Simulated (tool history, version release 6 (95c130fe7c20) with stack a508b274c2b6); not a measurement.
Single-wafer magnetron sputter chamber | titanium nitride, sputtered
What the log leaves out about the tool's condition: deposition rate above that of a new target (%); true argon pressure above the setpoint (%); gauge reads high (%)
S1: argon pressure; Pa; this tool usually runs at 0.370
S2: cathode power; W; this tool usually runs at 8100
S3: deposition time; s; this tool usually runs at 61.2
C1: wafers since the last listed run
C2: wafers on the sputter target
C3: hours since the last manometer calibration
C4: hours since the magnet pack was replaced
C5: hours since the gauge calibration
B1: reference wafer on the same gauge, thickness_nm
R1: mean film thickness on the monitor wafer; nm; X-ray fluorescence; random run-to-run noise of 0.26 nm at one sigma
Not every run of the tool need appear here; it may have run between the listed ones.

| run | hour | S1 | S2 | S3 | C1 | C2 | C3 | C4 | C5 | B1 | R1 |
|---|---|---|---|---|---|---|---|---|---|---|---|
| 1 | 0.0 | 0.370 | 8100 | 61.2 | 0 | 4626 | 580.4 | 2248.4 | 143.8 | 107.494 | 95.694 |
|  | 122.8 | sputter target and shields replaced |
| 2 | 207.6 | 0.370 | 8100 | 67.2 | 2028 | 861 | 788.0 | 2456.0 | 351.4 | 107.544 | 106.141 |
| 3 | 313.8 | 0.370 | 8100 | 52.4 | 1079 | 1940 | 894.2 | 2562.2 | 457.6 | 107.506 | 82.743 |
| 4 | 362.3 | 0.370 | 8100 | 52.4 | 492 | 2433 | 942.7 | 2610.7 | 506.1 | 107.493 | 82.425 |
| 5 | 452.1 | 0.370 | 9400 | 61.2 | 912 | 3345 | 1032.5 | 2700.5 | 595.9 | 107.728 | 111.215 |
| 6 | 554.8 | 0.370 | 9400 | 61.2 | 1043 | 4389 | 1135.2 | 2803.2 | 698.6 | 107.618 | 111.966 |
|  | 683.9 | sputter target and shields replaced |
| 7 | 712.4 | 0.370 | 9400 | 61.2 | 1520 | 289 | 1292.8 | 2960.8 | 856.2 | 107.568 | 112.096 |
| 8 | 800.3 | 0.370 | 7000 | 58.1 | 893 | 1182 | 1380.7 | 3048.7 | 944.1 | 107.709 | 79.101 |
| 9 | 859.7 | 0.256 | 8100 | 61.2 | 603 | 1786 | 1440.1 | 3108.1 | 1003.5 | 107.484 | 99.662 |
| 10 | 941.1 | 0.256 | 8100 | 61.2 | 827 | 2613 | 1521.5 | 3189.5 | 1084.9 | 107.606 | 99.229 |
| 11 | 988.2 | 0.256 | 8100 | 61.2 | 478 | 3091 | 1568.6 | 3236.6 | 1132.0 | 107.629 | 99.323 |
| 12 | 1090.0 | 0.370 | 8100 | 61.2 | 1034 | 4126 | 1670.4 | 3338.4 | 1233.8 | 107.553 | 96.268 |
| 13 | 1190.2 | 0.370 | 8100 | 67.1 | 1018 | 5144 | 1770.6 | 3438.6 | 1334.0 | 107.547 | 104.846 |
| 14 | 1247.2 | 0.370 | 8100 | 67.1 | 579 | 5723 | 1827.6 | 3495.6 | 1391.0 | 107.593 | 104.706 |
|  | 1292.3 | sputter target and shields replaced |
| 15 | 1292.8 | 0.251 | 9400 | 67.4 | 382 | 4 | 1873.2 | 3541.2 | 1436.6 | 107.594 | 127.825 |
| 16 | 1363.6 | 0.370 | 8100 | 61.2 | 719 | 724 | 1944.0 | 3612.0 | 1507.4 | 107.486 | 96.341 |
|  | 1381.6 | capacitance manometer re-zeroed and calibrated |
| 17 | 1405.3 | 0.370 | 9150 | 61.2 | 342 | 1066 | 23.7 | 3653.7 | 1549.1 | 107.553 | 109.411 |
| 18 | 1446.0 | 0.435 | 7400 | 65.0 | 413 | 1480 | 64.4 | 3694.4 | 1589.8 | 107.802 | 92.201 |
| 19 | 1702.7 | 0.370 | 8100 | 67.2 | 2608 | 4088 | 321.1 | 3951.1 | 1846.5 | 107.653 | 105.484 |
| 20 | 1744.6 | 0.265 | 8100 | 73.4 | 425 | 4514 | 363.0 | 3993.0 | 1888.4 | 107.626 | 118.452 |
|  | 1800.0 | magnet pack replaced |
| 21 | 1845.4 | 0.370 | 8100 | 61.2 | 942 | 5457 | 463.8 | 45.4 | 1989.2 | 107.529 | 95.398 |
|  | 1863.6 | sputter target and shields replaced |
| 22 | 1917.3 | 0.370 | 9900 | 52.6 | 649 | 545 | 535.7 | 117.3 | 2061.1 | 107.499 | 101.431 |
|  | 1988.7 | gauge calibrated |
| 23 | 1995.6 | 0.370 | 6450 | 61.2 | 795 | 1341 | 614.0 | 195.6 | 6.9 | 107.622 | 77.115 |
| 24 | 2044.7 | 0.471 | 8100 | 52.7 | 498 | 1840 | 663.1 | 244.7 | 56.0 | 107.573 | 80.868 |
| 25 | 2149.5 | 0.300 | 7500 | 73.3 | 1064 | 2905 | 767.9 | 349.5 | 160.8 | 107.675 | 109.141 |
| 26 | 2250.9 | 0.370 | 8100 | 61.2 | 1030 | 3935 | 869.3 | 450.9 | 262.2 | 107.584 | 96.116 |
| 27 | 2315.3 | 0.260 | 7500 | 69.2 | 654 | 4589 | 933.7 | 515.3 | 326.6 | 107.677 | 103.644 |
| 28 | 2391.0 | 0.370 | 8100 | 61.2 | 769 | 5359 | 1009.4 | 591.0 | 402.3 | 107.606 | 95.258 |
| 29 | 2436.9 | 0.370 | 7300 | 66.9 | 466 | 5825 | 1055.3 | 636.9 | 448.2 | 107.656 | 94.152 |
|  | 2501.6 | sputter target and shields replaced |
| 30 | 2523.5 | 0.370 | 6900 | 61.2 | 798 | 222 | 1141.9 | 723.5 | 534.8 | 107.527 | 82.550 |
| 31 | 2598.7 | 0.316 | 8100 | 72.7 | 764 | 986 | 1217.1 | 798.7 | 610.0 | 107.491 | 117.239 |
| 32 | 2704.0 | 0.273 | 8100 | 61.2 | 1069 | 2056 | 1322.4 | 904.0 | 715.3 | 107.554 | 98.915 |
| 33 | 2749.8 | 0.370 | 7000 | 58.1 | 465 | 2522 | 1368.2 | 949.8 | 761.1 | 107.609 | 79.137 |
| 34 | 2845.9 | 0.316 | 9200 | 51.9 | 976 | 3498 | 1464.3 | 1045.9 | 857.2 | 107.604 | 93.800 |
| 35 | 2921.7 | 0.244 | 8100 | 61.2 | 770 | 4268 | 1540.1 | 1121.7 | 933.0 | 107.557 | 99.380 |

Below, each run's measurement less what the same run would have read without the hidden state. Both values contain the same run-to-run variation, but the gauge's scatter may not be the same in both:
| run | R1 |
|---|---|
| 1 | -1.037 |
| 2 | -0.203 |
| 3 | -0.238 |
| 4 | -0.293 |
| 5 | -0.582 |
| 6 | -0.874 |
| 7 | -0.214 |
| 8 | -0.184 |
| 9 | -0.289 |
| 10 | -0.402 |
| 11 | -0.488 |
| 12 | -0.702 |
| 13 | -1.082 |
| 14 | -1.293 |
| 15 | -0.288 |
| 16 | -0.234 |
| 17 | -0.293 |
| 18 | -0.279 |
| 19 | -0.822 |
| 20 | -1.064 |
| 21 | -1.178 |
| 22 | -0.024 |
| 23 | -0.055 |
| 24 | -0.098 |
| 25 | -0.307 |
| 26 | -0.485 |
| 27 | -0.707 |
| 28 | -0.883 |
| 29 | -1.031 |
| 30 | -0.025 |
| 31 | -0.069 |
| 32 | -0.159 |
| 33 | -0.181 |
| 34 | -0.390 |
| 35 | -0.602 |

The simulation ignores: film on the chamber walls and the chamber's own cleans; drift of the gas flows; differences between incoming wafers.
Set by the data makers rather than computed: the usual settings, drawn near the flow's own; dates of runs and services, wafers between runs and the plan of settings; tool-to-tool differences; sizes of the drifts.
